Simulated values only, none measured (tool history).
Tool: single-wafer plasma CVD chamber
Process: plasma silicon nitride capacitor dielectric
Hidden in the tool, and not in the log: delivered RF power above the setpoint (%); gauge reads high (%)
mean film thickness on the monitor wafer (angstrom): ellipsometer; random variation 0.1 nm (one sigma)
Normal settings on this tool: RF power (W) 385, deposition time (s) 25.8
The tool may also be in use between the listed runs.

| run | hour | RF power (W) | deposition time (s) | wafers since the last listed run | hours since the last RF generator calibration | hours since the showerhead was replaced | hours since the gauge calibration | read-back reference wafer on the same gauge, thickness_nm | mean film thickness on the monitor wafer (angstrom) |
|---|---|---|---|---|---|---|---|---|---|
| 1 | 0.0 | 385 | 25.8 | 0 | 1337.3 | 3275.1 | 198.3 | 35.101 | 338.17 |
| 2 | 35.0 | 385 | 25.8 | 1026 | 1372.3 | 3310.1 | 233.3 | 35.114 | 339.33 |
| 3 | 68.4 | 385 | 25.8 | 979 | 1405.7 | 3343.5 | 266.7 | 35.070 | 338.32 |
| 4 | 91.9 | 385 | 29.9 | 688 | 1429.2 | 3367.0 | 290.2 | 35.090 | 393.54 |
| 5 | 110.0 | 385 | 25.8 | 530 | 1447.3 | 3385.1 | 308.3 | 35.090 | 340.28 |
| 6 | 134.6 | 385 | 25.8 | 721 | 1471.9 | 3409.7 | 332.9 | 35.103 | 337.54 |
| 7 | 169.8 | 385 | 25.8 | 1032 | 1507.1 | 3444.9 | 368.1 | 35.079 | 338.07 |
| 8 | 187.2 | 385 | 25.8 | 510 | 1524.5 | 3462.3 | 385.5 | 35.086 | 338.43 |
| 9 | 212.6 | 385 | 25.8 | 744 | 1549.9 | 3487.7 | 410.9 | 35.106 | 338.47 |
| 10 | 273.3 | 385 | 25.8 | 1779 | 1610.6 | 3548.4 | 471.6 | 35.079 | 336.97 |
|  | 277.7 | gauge calibrated |
| 11 | 297.8 | 385 | 25.8 | 718 | 1635.1 | 3572.9 | 20.1 | 35.096 | 339.55 |
| 12 | 315.2 | 355 | 25.8 | 510 | 1652.5 | 3590.3 | 37.5 | 35.113 | 328.66 |
| 13 | 341.5 | 355 | 25.8 | 771 | 1678.8 | 3616.6 | 63.8 | 35.096 | 331.45 |
| 14 | 357.7 | 385 | 25.8 | 474 | 1695.0 | 3632.8 | 80.0 | 35.125 | 338.72 |
| 15 | 370.8 | 385 | 25.8 | 384 | 1708.1 | 3645.9 | 93.1 | 35.112 | 338.63 |
|  | 392.2 | RF generator calibrated |
| 16 | 392.7 | 385 | 28.7 | 407 | 0.5 | 3667.8 | 115.0 | 35.096 | 386.74 |
| 17 | 401.0 | 385 | 28.7 | 243 | 8.8 | 3676.1 | 123.3 | 35.106 | 384.78 |
| 18 | 415.3 | 385 | 25.8 | 419 | 23.1 | 3690.4 | 137.6 | 35.104 | 346.29 |
| 19 | 450.6 | 385 | 22.8 | 1034 | 58.4 | 3725.7 | 172.9 | 35.117 | 305.27 |
| 20 | 463.4 | 425 | 23.4 | 375 | 71.2 | 3738.5 | 185.7 | 35.082 | 323.02 |
| 21 | 494.8 | 425 | 23.3 | 920 | 102.6 | 3769.9 | 217.1 | 35.110 | 321.67 |
| 22 | 512.7 | 350 | 28.3 | 524 | 120.5 | 3787.8 | 235.0 | 35.101 | 369.11 |
| 23 | 560.0 | 455 | 25.8 | 1386 | 167.8 | 3835.1 | 282.3 | 35.085 | 365.16 |
| 24 | 578.7 | 385 | 25.8 | 548 | 186.5 | 3853.8 | 301.0 | 35.095 | 343.66 |
| 25 | 590.8 | 330 | 22.9 | 354 | 198.6 | 3865.9 | 313.1 | 35.111 | 290.59 |
| 26 | 608.3 | 385 | 25.8 | 513 | 216.1 | 3883.4 | 330.6 | 35.118 | 346.59 |
| 27 | 632.9 | 385 | 22.4 | 721 | 240.7 | 3908.0 | 355.2 | 35.111 | 297.69 |
| 28 | 659.5 | 360 | 21.7 | 779 | 267.3 | 3934.6 | 381.8 | 35.119 | 282.74 |
| 29 | 688.5 | 385 | 30.1 | 850 | 296.3 | 3963.6 | 410.8 | 35.111 | 400.77 |
|  | 723.2 | showerhead replaced |
| 30 | 781.7 | 340 | 22.7 | 2497 | 389.5 | 58.5 | 504.0 | 35.109 | 290.16 |
| 31 | 801.1 | 385 | 25.8 | 568 | 408.9 | 77.9 | 523.4 | 35.129 | 342.62 |
| 32 | 821.5 | 385 | 25.8 | 598 | 429.3 | 98.3 | 543.8 | 35.112 | 342.25 |
| 33 | 836.1 | 455 | 27.9 | 428 | 443.9 | 112.9 | 558.4 | 35.094 | 390.00 |
| 34 | 864.3 | 455 | 29.9 | 826 | 472.1 | 141.1 | 586.6 | 35.101 | 414.83 |
| 35 | 887.3 | 385 | 25.8 | 674 | 495.1 | 164.1 | 609.6 | 35.088 | 340.63 |
|  | 890.0 | gauge calibrated |
| 36 | 917.6 | 320 | 23.5 | 888 | 525.4 | 194.4 | 27.6 | 35.121 | 293.47 |

Measured minus without-hidden-state, run by run (identical run-to-run variation in each term; gauge scatter may differ):
| run | mean film thickness on the monitor wafer (angstrom) |
|---|---|
| 1 | -9.33 |
| 2 | -9.41 |
| 3 | -9.43 |
| 4 | -11.01 |
| 5 | -9.54 |
| 6 | -9.50 |
| 7 | -9.56 |
| 8 | -9.59 |
| 9 | -9.62 |
| 10 | -9.64 |
| 11 | -9.73 |
| 12 | -9.43 |
| 13 | -9.53 |
| 14 | -9.76 |
| 15 | -9.77 |
| 16 | -0.78 |
| 17 | -0.93 |
| 18 | -1.07 |
| 19 | -1.44 |
| 20 | -1.70 |
| 21 | -2.12 |
| 22 | -2.70 |
| 23 | -3.34 |
| 24 | -3.37 |
| 25 | -2.97 |
| 26 | -3.76 |
| 27 | -3.47 |
| 28 | -3.54 |
| 29 | -5.36 |
| 30 | -4.63 |
| 31 | -5.63 |
| 32 | -5.79 |
| 33 | -6.73 |
| 34 | -7.43 |
| 35 | -6.26 |
| 36 | -5.58 |

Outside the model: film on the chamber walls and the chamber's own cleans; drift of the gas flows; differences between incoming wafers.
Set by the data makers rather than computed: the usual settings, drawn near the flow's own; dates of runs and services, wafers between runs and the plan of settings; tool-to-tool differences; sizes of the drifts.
